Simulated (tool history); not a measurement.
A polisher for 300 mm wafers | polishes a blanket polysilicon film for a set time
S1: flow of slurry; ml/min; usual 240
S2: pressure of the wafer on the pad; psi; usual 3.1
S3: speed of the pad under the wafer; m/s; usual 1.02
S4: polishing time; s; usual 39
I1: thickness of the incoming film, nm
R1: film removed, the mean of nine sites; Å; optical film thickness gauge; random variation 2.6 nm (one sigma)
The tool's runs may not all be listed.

Run 1, hour 0: usual settings; I1 1224.7. Result: R1 2655 Å.
Run 2, hour 110.4: usual settings; I1 1225.3. Result: R1 2637 Å.
At hour 126.5: slurry nozzle cleaned.
Run 3, hour 203.8: usual settings; I1 1235.1. Result: R1 2874 Å.
Run 4, hour 277.6: usual settings; I1 1207.5. Result: R1 2821 Å.
At hour 323.8: worn pad replaced by a new one.
Run 5, hour 363: usual settings but S3 1.16 m/s, S4 46 s; I1 1223.7. Result: R1 3698 Å.
Run 6, hour 457.3: usual settings but S3 1.16 m/s, S4 46 s; I1 1227.6. Result: R1 3680 Å.
At hour 515.6: head pressure recalibrated.
Run 7, hour 648.1: usual settings; I1 1226.5. Result: R1 2723 Å.
Run 8, hour 694.6: usual settings but S3 0.9 m/s; I1 1219.6. Result: R1 2388 Å.
At hour 779.9: slurry nozzle cleaned.
Run 9, hour 790.5: usual settings but S3 0.9 m/s; I1 1214.4. Result: R1 2595 Å.
At hour 883: worn pad replaced by a new one.
Run 10, hour 887.6: usual settings but S3 0.9 m/s; I1 1235.9. Result: R1 2503 Å.
Run 11, hour 938.2: usual settings but S2 3.4 psi; I1 1225.7. Result: R1 3129 Å.
Run 12, hour 996.9: usual settings but S2 3.4 psi; I1 1239.2. Result: R1 3128 Å.
Run 13, hour 1102: usual settings but S2 3.4 psi; I1 1226.1. Result: R1 3037 Å.
Run 14, hour 1180.4: usual settings; I1 1207.4. Result: R1 2748 Å.
Run 15, hour 1272: usual settings; I1 1217.8. Result: R1 2749 Å.
Run 16, hour 1352.9: usual settings; I1 1210. Result: R1 2713 Å.
At hour 1367.3: slurry nozzle cleaned.
At hour 1367.5: worn pad replaced by a new one.
Run 17, hour 1436.1: usual settings but S1 180 ml/min, S2 3.4 psi, S3 1.12 m/s, S4 45 s; I1 1196. Result: R1 3769 Å.
At hour 1448.5: head pressure recalibrated.
Run 18, hour 1539: usual settings but S3 1.36 m/s; I1 1202.7. Result: R1 3726 Å.
Run 19, hour 1599.6: usual settings but S1 265 ml/min; I1 1220.4. Result: R1 2799 Å.
Run 20, hour 1640.8: usual settings but S1 290 ml/min, S2 2.6 psi, S3 0.9 m/s; I1 1201.7. Result: R1 2138 Å.
Run 21, hour 1724.1: usual settings but S1 300 ml/min, S2 2.2 psi, S4 46 s; I1 1225.2. Result: R1 2346 Å.
Run 22, hour 1821.6: usual settings; I1 1217. Result: R1 2721 Å.
At hour 1856.5: worn pad replaced by a new one.
Run 23, hour 1928.9: usual settings but S3 0.78 m/s; I1 1215.5. Result: R1 2064 Å.
At hour 1955: slurry nozzle cleaned.
Run 24, hour 2023.5: usual settings but S1 200 ml/min; I1 1209.1. Result: R1 2787 Å.
Run 25, hour 2095.3: usual settings but S1 215 ml/min; I1 1230.9. Result: R1 2768 Å.
Run 26, hour 2183.4: usual settings but S2 3.8 psi, S4 48 s; I1 1230. Result: R1 4142 Å.
Run 27, hour 2224.5: usual settings but S1 295 ml/min, S2 2.6 psi, S3 1.26 m/s, S4 30 s; I1 1191.5. Result: R1 2253 Å.
Run 28, hour 2263.7: usual settings but S1 275 ml/min, S3 1.2 m/s, S4 30 s; I1 1200.2. Result: R1 2588 Å.
At hour 2306: worn pad replaced by a new one.
Run 29, hour 2309.6: usual settings but S2 2.1 psi, S4 31 s; I1 1225.3. Result: R1 1476 Å.
At hour 2349: head pressure recalibrated.
Run 30, hour 2415.7: usual settings but S1 155 ml/min; I1 1203.8. Result: R1 2411 Å.
Run 31, hour 2480.1: usual settings but S3 0.9 m/s; I1 1208.8. Result: R1 2376 Å.
Run 32, hour 2554.3: usual settings; I1 1240.9. Result: R1 2672 Å.

The tool's hidden state at each run:
removal rate lost through wear of the pad, %: 0 in every run
deviation of the head's pressure from its setpoint, %: 0 in every run
H1: slurry flow missing at the pad, %
run    H1
  1  42.5
  2    44
  3  13.6
  4  21.4
  5  27.7
  6  32.2
  7  37.1
  8  37.7
  9  5.35
 10  18.7
 11  23.6
 12    28
 13  33.4
 14    36
 15  38.1
 16  39.3
 17    17
 18  27.6
 19  31.9
 20  34.1
 21  37.6
 22  40.3
 23  42.1
 24  15.4
 25  23.3
 26    30
 27  32.4
 28  34.2
 29  35.9
 30  38.8
 31    40
 32    41

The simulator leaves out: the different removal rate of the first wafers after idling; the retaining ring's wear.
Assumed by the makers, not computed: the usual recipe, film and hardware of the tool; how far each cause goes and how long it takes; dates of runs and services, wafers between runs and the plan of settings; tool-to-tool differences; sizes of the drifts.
